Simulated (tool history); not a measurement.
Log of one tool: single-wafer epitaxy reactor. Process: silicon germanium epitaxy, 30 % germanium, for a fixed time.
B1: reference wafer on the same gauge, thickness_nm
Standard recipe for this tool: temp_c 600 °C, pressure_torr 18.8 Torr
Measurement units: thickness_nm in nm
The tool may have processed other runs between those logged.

run 1 hour=0 | temp_c=608 pressure_torr=16.6 | B1=56.644 | thickness_nm=60.603
-- hour=102.3 capacitance manometer re-zeroed and calibrated
run 2 hour=102.8 | temp_c=600 pressure_torr=18.8 | B1=56.563 | thickness_nm=56.451
run 3 hour=158.7 | temp_c=600 pressure_torr=18.8 | B1=56.574 | thickness_nm=56.139
run 4 hour=195.5 | temp_c=600 pressure_torr=18.8 | B1=56.592 | thickness_nm=55.928
run 5 hour=299.2 | temp_c=600 pressure_torr=15.9 | B1=56.589 | thickness_nm=53.547
run 6 hour=336.9 | temp_c=600 pressure_torr=18.8 | B1=56.571 | thickness_nm=55.717
run 7 hour=423.1 | temp_c=600 pressure_torr=16.2 | B1=56.655 | thickness_nm=53.198
run 8 hour=495.1 | temp_c=600 pressure_torr=16.2 | B1=56.612 | thickness_nm=52.805
run 9 hour=536.9 | temp_c=600 pressure_torr=18.8 | B1=56.549 | thickness_nm=55.447
run 10 hour=635.2 | temp_c=600 pressure_torr=18.8 | B1=56.565 | thickness_nm=55.667
run 11 hour=684.7 | temp_c=600 pressure_torr=18.8 | B1=56.661 | thickness_nm=55.726

Run 12, settings as shown, results not yet in. Your forecast:
run 12 hour=746.3 | temp_c=600 pressure_torr=18.8 | B1=? | thickness_nm=?

{"run 12": {"B1": 56.581, "thickness_nm": 55.138}}
With no hidden state in the tool, this same run would have given thickness_nm 56.077 nm.

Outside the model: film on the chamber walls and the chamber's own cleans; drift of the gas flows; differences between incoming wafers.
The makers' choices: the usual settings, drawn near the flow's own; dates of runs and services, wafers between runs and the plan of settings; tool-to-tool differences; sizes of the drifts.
